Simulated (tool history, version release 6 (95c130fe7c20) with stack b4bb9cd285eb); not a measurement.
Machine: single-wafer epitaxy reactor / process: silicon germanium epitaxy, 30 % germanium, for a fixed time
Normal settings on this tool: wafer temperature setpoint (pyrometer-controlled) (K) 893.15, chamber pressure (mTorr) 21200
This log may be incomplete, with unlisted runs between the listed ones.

| run | hour | wafer temperature setpoint (pyrometer-controlled) (K) | chamber pressure (mTorr) | read-back reference wafer on the same gauge, thickness_nm | mean film thickness on the monitor wafer (nm) |
|---|---|---|---|---|---|
| 1 | 0.0 | 899.15 | 23100 | 92.060 | 99.032 |
| 2 | 47.4 | 899.15 | 23100 | 92.097 | 99.402 |
|  | 105.7 | capacitance manometer re-zeroed and calibrated |
| 3 | 106.2 | 899.15 | 23100 | 92.096 | 99.417 |
| 4 | 150.2 | 893.15 | 21200 | 92.105 | 84.859 |
| 5 | 204.5 | 882.15 | 21200 | 92.084 | 68.397 |
| 6 | 255.9 | 882.15 | 21200 | 92.139 | 67.780 |
| 7 | 313.7 | 882.15 | 21200 | 92.172 | 68.282 |
| 8 | 363.4 | 885.15 | 19900 | 92.118 | 70.319 |
| 9 | 415.6 | 893.15 | 21200 | 92.119 | 84.751 |
| 10 | 451.3 | 893.15 | 21200 | 92.023 | 84.387 |
| 11 | 493.4 | 893.15 | 21200 | 92.086 | 84.381 |
| 12 | 538.4 | 893.15 | 21200 | 92.148 | 84.453 |
| 13 | 605.2 | 904.15 | 21200 | 92.088 | 103.762 |
| 14 | 659.0 | 904.15 | 21200 | 92.086 | 104.269 |
| 15 | 686.5 | 900.15 | 21200 | 92.062 | 97.036 |
| 16 | 749.8 | 900.15 | 21200 | 92.155 | 95.579 |
| 17 | 901.2 | 879.15 | 21200 | 92.074 | 62.757 |
|  | 918.3 | gauge calibrated |
|  | 929.2 | capacitance manometer re-zeroed and calibrated |
| 18 | 949.6 | 893.15 | 21200 | 91.986 | 83.197 |
| 19 | 982.0 | 899.15 | 25500 | 92.099 | 101.223 |
| 20 | 1038.8 | 893.15 | 21200 | 92.102 | 82.839 |
|  | 1126.7 | showerhead replaced |
| 21 | 1172.4 | 904.15 | 19700 | 92.118 | 98.898 |
|  | 1211.5 | pyrometer calibrated |
| 22 | 1212.0 | 893.15 | 17400 | 92.162 | 77.383 |
| 23 | 1234.9 | 885.15 | 19400 | 92.081 | 68.800 |
| 24 | 1278.9 | 893.15 | 21200 | 92.033 | 84.333 |
| 25 | 1330.3 | 893.15 | 21200 | 92.111 | 84.349 |
| 26 | 1372.9 | 886.15 | 21200 | 92.124 | 73.698 |
| 27 | 1411.0 | 893.15 | 26300 | 92.109 | 92.396 |
| 28 | 1460.8 | 884.15 | 22600 | 92.162 | 72.015 |
| 29 | 1524.9 | 893.15 | 21200 | 92.120 | 84.230 |

Below are 3 alternative next runs, each starting from the tool's condition after run 29. Predict each:
| A | 1525.3 | 902.15 | 21200 | ? | ? |
| B | 1525.3 | 885.15 | 19800 | ? | ? |
| C | 1525.3 | 893.15 | 24900 | ? | ? |

| run | read-back reference wafer on the same gauge, thickness_nm | mean film thickness on the monitor wafer (nm) |
|---|---|---|
| A | 92.132 | 101.517 |
| B | 92.132 | 70.231 |
| C | 92.132 | 91.255 |
Without the tool's unlogged condition, the same runs would have read:
| run | mean film thickness on the monitor wafer (nm) |
|---|---|
| A | 101.915 |
| B | 70.518 |
| C | 91.620 |
